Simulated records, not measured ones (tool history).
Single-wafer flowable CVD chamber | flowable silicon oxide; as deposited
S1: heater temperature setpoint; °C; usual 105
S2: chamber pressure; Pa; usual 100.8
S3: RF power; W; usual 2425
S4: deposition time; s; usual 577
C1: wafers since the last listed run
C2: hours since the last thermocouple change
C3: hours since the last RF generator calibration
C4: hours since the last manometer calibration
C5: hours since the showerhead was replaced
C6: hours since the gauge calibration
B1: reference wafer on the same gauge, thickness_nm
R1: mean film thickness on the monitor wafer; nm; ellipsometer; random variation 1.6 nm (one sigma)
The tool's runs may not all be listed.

| run | hour | S1 | S2 | S3 | S4 | C1 | C2 | C3 | C4 | C5 | C6 | B1 | R1 |
|---|---|---|---|---|---|---|---|---|---|---|---|---|---|
| 1 | 0.0 | 105 | 100.8 | 2425 | 577 | 0 | 896.6 | 989.8 | 994.6 | 5566.4 | 2300.8 | 319.502 | 276.206 |
| 2 | 105.5 | 105 | 100.8 | 2425 | 577 | 325 | 1002.1 | 1095.3 | 1100.1 | 5671.9 | 2406.3 | 320.770 | 272.214 |
|  | 117.3 | RF generator calibrated |
| 3 | 158.8 | 105 | 100.8 | 2425 | 643 | 139 | 1055.4 | 41.5 | 1153.4 | 5725.2 | 2459.6 | 320.208 | 306.871 |
| 4 | 203.8 | 105 | 100.8 | 2425 | 643 | 138 | 1100.4 | 86.5 | 1198.4 | 5770.2 | 2504.6 | 320.065 | 311.169 |
| 5 | 264.5 | 105 | 100.8 | 2425 | 643 | 187 | 1161.1 | 147.2 | 1259.1 | 5830.9 | 2565.3 | 319.898 | 312.167 |
|  | 269.6 | gauge calibrated |
| 6 | 322.6 | 105 | 100.8 | 2425 | 577 | 179 | 1219.2 | 205.3 | 1317.2 | 5889.0 | 53.0 | 320.879 | 279.170 |
| 7 | 398.2 | 105 | 100.8 | 2425 | 577 | 233 | 1294.8 | 280.9 | 1392.8 | 5964.6 | 128.6 | 320.779 | 277.899 |
| 8 | 470.2 | 105 | 100.8 | 2300 | 531 | 222 | 1366.8 | 352.9 | 1464.8 | 6036.6 | 200.6 | 320.558 | 256.211 |
| 9 | 545.4 | 105 | 100.8 | 2425 | 577 | 232 | 1442.0 | 428.1 | 1540.0 | 6111.8 | 275.8 | 320.299 | 280.309 |
| 10 | 598.4 | 105 | 100.8 | 2155 | 483 | 163 | 1495.0 | 481.1 | 1593.0 | 6164.8 | 328.8 | 320.413 | 235.063 |
|  | 653.6 | capacitance manometer re-zeroed and calibrated |
| 11 | 673.8 | 105 | 100.8 | 2425 | 532 | 208 | 1570.4 | 556.5 | 20.2 | 6240.2 | 404.2 | 320.792 | 251.532 |
| 12 | 776.7 | 91 | 80.9 | 2425 | 509 | 317 | 1673.3 | 659.4 | 123.1 | 6343.1 | 507.1 | 319.763 | 291.992 |
| 13 | 842.4 | 105 | 100.8 | 2425 | 577 | 202 | 1739.0 | 725.1 | 188.8 | 6408.8 | 572.8 | 320.797 | 273.241 |
|  | 855.3 | showerhead replaced |
| 14 | 926.9 | 105 | 100.8 | 2705 | 577 | 236 | 1823.5 | 809.6 | 273.3 | 71.6 | 657.3 | 319.886 | 277.384 |
| 15 | 1010.9 | 115 | 85.9 | 2770 | 577 | 259 | 1907.5 | 893.6 | 357.3 | 155.6 | 741.3 | 319.810 | 176.856 |
| 16 | 1114.0 | 105 | 100.8 | 2425 | 577 | 318 | 2010.6 | 996.7 | 460.4 | 258.7 | 844.4 | 319.675 | 276.174 |
|  | 1152.3 | thermocouple changed; heater temperature recalibrated |
| 17 | 1297.3 | 105 | 100.8 | 2425 | 577 | 541 | 145.0 | 1180.0 | 643.7 | 442.0 | 1027.7 | 320.627 | 278.349 |
| 18 | 1390.7 | 120 | 100.8 | 2425 | 577 | 288 | 238.4 | 1273.4 | 737.1 | 535.4 | 1121.1 | 319.564 | 183.830 |
| 19 | 1476.4 | 98 | 125.5 | 2890 | 531 | 264 | 324.1 | 1359.1 | 822.8 | 621.1 | 1206.8 | 320.870 | 395.122 |
|  | 1501.5 | RF generator calibrated |
| 20 | 1567.0 | 105 | 76.9 | 2425 | 577 | 255 | 414.7 | 65.5 | 913.4 | 711.7 | 1297.4 | 320.191 | 212.480 |
| 21 | 1616.3 | 105 | 100.8 | 2425 | 577 | 152 | 464.0 | 114.8 | 962.7 | 761.0 | 1346.7 | 320.947 | 278.963 |
| 22 | 1656.5 | 96 | 100.8 | 2425 | 685 | 124 | 504.2 | 155.0 | 1002.9 | 801.2 | 1386.9 | 319.276 | 433.529 |

The next listed run, before its measurement:
| 23 | 1876.2 | 97 | 91.7 | 2425 | 535 | 678 | 723.9 | 374.7 | 1222.6 | 1020.9 | 1606.6 | ? | ? |

B1: 319.491
R1: 306.536 nm
Without the tool's hidden state the same run would have given R1 292.550 nm.
